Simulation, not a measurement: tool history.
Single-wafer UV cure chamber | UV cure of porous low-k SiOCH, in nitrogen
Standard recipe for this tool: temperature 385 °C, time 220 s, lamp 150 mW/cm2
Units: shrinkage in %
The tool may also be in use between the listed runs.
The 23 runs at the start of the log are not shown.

{"run": 24, "hour": 1192.1, "temperature": 385, "time": 220, "lamp": 150, "shrinkage": 14.675}
{"run": 25, "hour": 1305.1, "temperature": 385, "time": 285, "lamp": 164, "shrinkage": 16.55}
{"hour": 1328.2, "done": "quartz window cleaned"}
{"run": 26, "hour": 1344.7, "temperature": 385, "time": 220, "lamp": 164, "shrinkage": 15.05}
{"run": 27, "hour": 1397.6, "temperature": 385, "time": 155, "lamp": 150, "shrinkage": 13.382}
{"run": 28, "hour": 1434.5, "temperature": 385, "time": 220, "lamp": 150, "shrinkage": 14.94}
{"run": 29, "hour": 1478.5, "temperature": 370, "time": 220, "lamp": 129, "shrinkage": 13.761}
{"run": 30, "hour": 1635.4, "temperature": 385, "time": 220, "lamp": 150, "shrinkage": 14.646}
{"run": 31, "hour": 1665.2, "temperature": 373, "time": 220, "lamp": 116, "shrinkage": 13.48}
{"run": 32, "hour": 1726.7, "temperature": 385, "time": 255, "lamp": 183, "shrinkage": 16.669}
{"run": 33, "hour": 1780.8, "temperature": 376, "time": 220, "lamp": 170, "shrinkage": 15.41}

Consider 3 possible next runs. They are alternatives, not a sequence: every one starts from the tool as it was left by run 33. What does each give?
{"run": "A", "hour": 1781.2, "temperature": 385, "time": 220, "lamp": 150, "shrinkage": "?"}
{"run": "B", "hour": 1781.2, "temperature": 397, "time": 220, "lamp": 130, "shrinkage": "?"}
{"run": "C", "hour": 1781.2, "temperature": 378, "time": 220, "lamp": 110, "shrinkage": "?"}

run=A shrinkage=14.864
run=B shrinkage=14.359
run=C shrinkage=13.099
Take away the tool's hidden state, keep each run's random variation, and the runs would have read:
run=A shrinkage=14.864
run=B shrinkage=14.359
run=C shrinkage=13.099
